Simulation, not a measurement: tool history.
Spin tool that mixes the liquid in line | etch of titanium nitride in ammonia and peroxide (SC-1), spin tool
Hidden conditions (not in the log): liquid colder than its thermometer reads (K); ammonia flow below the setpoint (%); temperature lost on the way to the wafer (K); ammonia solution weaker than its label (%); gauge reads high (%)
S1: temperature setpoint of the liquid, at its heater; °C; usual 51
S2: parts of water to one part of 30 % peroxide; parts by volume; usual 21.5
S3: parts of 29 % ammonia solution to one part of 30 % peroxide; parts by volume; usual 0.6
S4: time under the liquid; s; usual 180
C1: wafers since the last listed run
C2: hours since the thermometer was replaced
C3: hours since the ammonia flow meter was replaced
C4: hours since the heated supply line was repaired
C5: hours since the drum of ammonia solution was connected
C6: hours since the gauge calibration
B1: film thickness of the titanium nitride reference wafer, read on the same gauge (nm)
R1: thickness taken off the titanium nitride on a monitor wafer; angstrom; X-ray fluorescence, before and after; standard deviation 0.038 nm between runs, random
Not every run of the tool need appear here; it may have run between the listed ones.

Run 1, hour 0: usual settings; C1 0; C2 2016.9; C3 2123.5; C4 1587.8; C5 369.5; C6 457.5; B1 150.02. Result: R1 41.9 angstrom.
Run 2, hour 37: usual settings but S1 47 °C; C1 178; C2 2053.9; C3 2160.5; C4 1624.8; C5 406.5; C6 494.5; B1 150.01. Result: R1 31.1 angstrom.
Run 3, hour 67.8: usual settings but S2 28.5 parts by volume; C1 148; C2 2084.7; C3 2191.3; C4 1655.6; C5 437.3; C6 525.3; B1 149.99. Result: R1 35.5 angstrom.
Run 4, hour 105.8: usual settings but S2 28.5 parts by volume; C1 183; C2 2122.7; C3 2229.3; C4 1693.6; C5 475.3; C6 563.3; B1 150.03. Result: R1 35.6 angstrom.
At hour 131.7: new drum of ammonia solution connected.
Run 5, hour 170.8: usual settings but S2 28.5 parts by volume; C1 308; C2 2187.7; C3 2294.3; C4 1758.6; C5 39.1; C6 628.3; B1 149.99. Result: R1 35.1 angstrom.
Run 6, hour 210.7: usual settings; C1 192; C2 2227.6; C3 2334.2; C4 1798.5; C5 79; C6 668.2; B1 150.01. Result: R1 41.3 angstrom.
Run 7, hour 252: usual settings; C1 199; C2 2268.9; C3 2375.5; C4 1839.8; C5 120.3; C6 709.5; B1 149.98. Result: R1 41.3 angstrom.
Run 8, hour 288.7: usual settings but S2 30 parts by volume, S3 0.85 parts by volume, S4 235 s; C1 176; C2 2305.6; C3 2412.2; C4 1876.5; C5 157; C6 746.2; B1 150. Result: R1 48 angstrom.
Run 9, hour 317.6: usual settings; C1 139; C2 2334.5; C3 2441.1; C4 1905.4; C5 185.9; C6 775.1; B1 149.97. Result: R1 40.8 angstrom.
Run 10, hour 351.7: usual settings but S1 44 °C, S2 31 parts by volume, S3 0.7 parts by volume, S4 280 s; C1 164; C2 2368.6; C3 2475.2; C4 1939.5; C5 220; C6 809.2; B1 149.98. Result: R1 32.2 angstrom.
Run 11, hour 394.4: usual settings but S2 14 parts by volume, S4 225 s; C1 205; C2 2411.3; C3 2517.9; C4 1982.2; C5 262.7; C6 851.9; B1 150.04. Result: R1 65.9 angstrom.
Run 12, hour 440.8: usual settings but S3 0.35 parts by volume; C1 223; C2 2457.7; C3 2564.3; C4 2028.6; C5 309.1; C6 898.3; B1 149.99. Result: R1 37.1 angstrom.
Run 13, hour 469.4: usual settings but S1 56.5 °C, S2 31.5 parts by volume, S3 0.3 parts by volume, S4 85 s; C1 137; C2 2486.3; C3 2592.9; C4 2057.2; C5 337.7; C6 926.9; B1 149.96. Result: R1 19.9 angstrom.
Run 14, hour 525.4: usual settings but S1 56.5 °C, S2 31.5 parts by volume, S3 0.3 parts by volume, S4 85 s; C1 269; C2 2542.3; C3 2648.9; C4 2113.2; C5 393.7; C6 982.9; B1 150. Result: R1 19.9 angstrom.
At hour 565.6: ammonia flow meter replaced.
At hour 568.8: thermometer replaced.
Run 15, hour 575.7: usual settings but S1 41.5 °C, S2 13.5 parts by volume; C1 232; C2 6.9; C3 10.1; C4 2163.5; C5 444; C6 1033.2; B1 150.02. Result: R1 30.7 angstrom.
At hour 592.6: heated supply line repaired.
Run 16, hour 636.3: usual settings but S2 11.5 parts by volume, S4 120 s; C1 287; C2 67.5; C3 70.7; C4 43.7; C5 504.6; C6 1093.8; B1 150.02. Result: R1 43.5 angstrom.
Run 17, hour 671.3: usual settings but S3 0.4 parts by volume, S4 90 s; C1 168; C2 102.5; C3 105.7; C4 78.7; C5 539.6; C6 1128.8; B1 149.97. Result: R1 21.4 angstrom.

Expected results for the next run?
At hour 708.9: new drum of ammonia solution connected.
At hour 727.7: gauge calibrated.
Run 18, hour 741.4: usual settings but S2 12 parts by volume, S4 100 s; C1 333; C2 172.6; C3 175.8; C4 148.8; C5 32.5; C6 13.7; B1 ?. Result: R1 ?.

B1: 149.97
R1: 35 angstrom
The same run, on a tool lacking any hidden state, would have yielded R1 35.9 angstrom.
